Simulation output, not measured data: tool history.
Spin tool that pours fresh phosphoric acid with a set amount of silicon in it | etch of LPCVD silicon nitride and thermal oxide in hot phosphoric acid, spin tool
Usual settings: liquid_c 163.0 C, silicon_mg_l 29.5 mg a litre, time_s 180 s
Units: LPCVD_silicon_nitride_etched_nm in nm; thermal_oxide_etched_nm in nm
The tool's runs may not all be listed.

run   hour  liquid_c  silicon_mg_l  time_s  read-back film thickness of the LPCVD silicon nitride reference wafer, read on the same gauge (nm)  read-back film thickness of the thermal oxide reference wafer, read on the same gauge (nm)  LPCVD_silicon_nitride_etched_nm  thermal_oxide_etched_nm
  1    0.0     163.0          29.5     145                                                                                               70.01                                                                                     120.036                            13.31                    0.182
       7.6  -- gauge calibrated
  2   12.9     163.0          29.5     145                                                                                               70.01                                                                                     120.030                            13.38                    0.186
      28.5  -- heated supply line repaired
  3   28.9     163.0          29.5     180                                                                                               70.01                                                                                     119.988                            19.30                    0.311
  4   45.7     163.0          29.5     180                                                                                               70.00                                                                                     120.006                            19.28                    0.331
  5   51.8     163.0          29.5     180                                                                                               70.03                                                                                     119.984                            19.17                    0.331
      65.5  -- thermometer replaced
  6   66.0     163.0          44.0     180                                                                                               69.99                                                                                     119.981                            17.91                    0.131
  7   73.5     163.0          44.0     180                                                                                               70.00                                                                                     119.978                            18.02                    0.107
  8   86.3     161.0          45.0     180                                                                                               69.98                                                                                     120.012                            16.89                    0.090
  9  102.5     160.5          29.5     275                                                                                               70.00                                                                                     119.979                            25.18                    0.341
 10  111.7     162.0          49.0     130                                                                                               70.01                                                                                     120.026                            12.53                    0.079
 11  125.2     164.0           6.5     270                                                                                               70.02                                                                                     120.030                            27.80                    0.776
     133.8  -- dissolved silicon flow meter replaced
 12  134.3     164.0           6.5     180                                                                                               69.98                                                                                     119.971                            18.46                    0.568
 13  146.9     163.0          29.5     180                                                                                               69.97                                                                                     119.981                            17.88                    0.271
 14  161.7     163.0          29.5     250                                                                                               69.98                                                                                     120.016                            24.94                    0.391
 15  174.4     163.0          29.5      90                                                                                               70.00                                                                                     120.009                             8.99                    0.131
 16  191.7     165.0          29.5     180                                                                                               70.00                                                                                     120.021                            19.10                    0.354
 17  208.3     163.0          29.5     180                                                                                               70.00                                                                                     120.011                            17.89                    0.289
 18  220.3     163.0          29.5     180                                                                                               70.03                                                                                     120.019                            17.90                    0.294
 19  235.6     164.0          11.5     180                                                                                               69.97                                                                                     120.012                            18.55                    0.481
 20  250.8     163.0          29.5     180                                                                                               70.00                                                                                     120.044                            17.91                    0.278
 21  264.8     162.0          20.5     220                                                                                               70.05                                                                                     119.972                            21.05                    0.419
 22  279.7     164.5          43.5     180                                                                                               70.01                                                                                     120.005                            18.70                    0.152

What the log doesn't show, run by run:
dissolved silicon flow below the setpoint (%): 0 in every run
gauge reads high (%): 0 in every run
H1: liquid hotter than its thermometer reads (K)
H2: temperature lost on the way to the wafer (K)
run     H1     H2
  1   2.18   4.64
  2    2.2   4.67
  3   2.22  0.222
  4   2.24  0.256
  5   2.24  0.269
  6  0.232  0.298
  7  0.241  0.313
  8  0.257  0.339
  9  0.277  0.372
 10  0.289  0.391
 11  0.305  0.419
 12  0.316  0.437
 13  0.332  0.463
 14   0.35  0.493
 15  0.366  0.519
 16  0.387  0.555
 17  0.408  0.589
 18  0.423  0.613
 19  0.442  0.645
 20   0.46  0.676
 21  0.478  0.704
 22  0.496  0.735

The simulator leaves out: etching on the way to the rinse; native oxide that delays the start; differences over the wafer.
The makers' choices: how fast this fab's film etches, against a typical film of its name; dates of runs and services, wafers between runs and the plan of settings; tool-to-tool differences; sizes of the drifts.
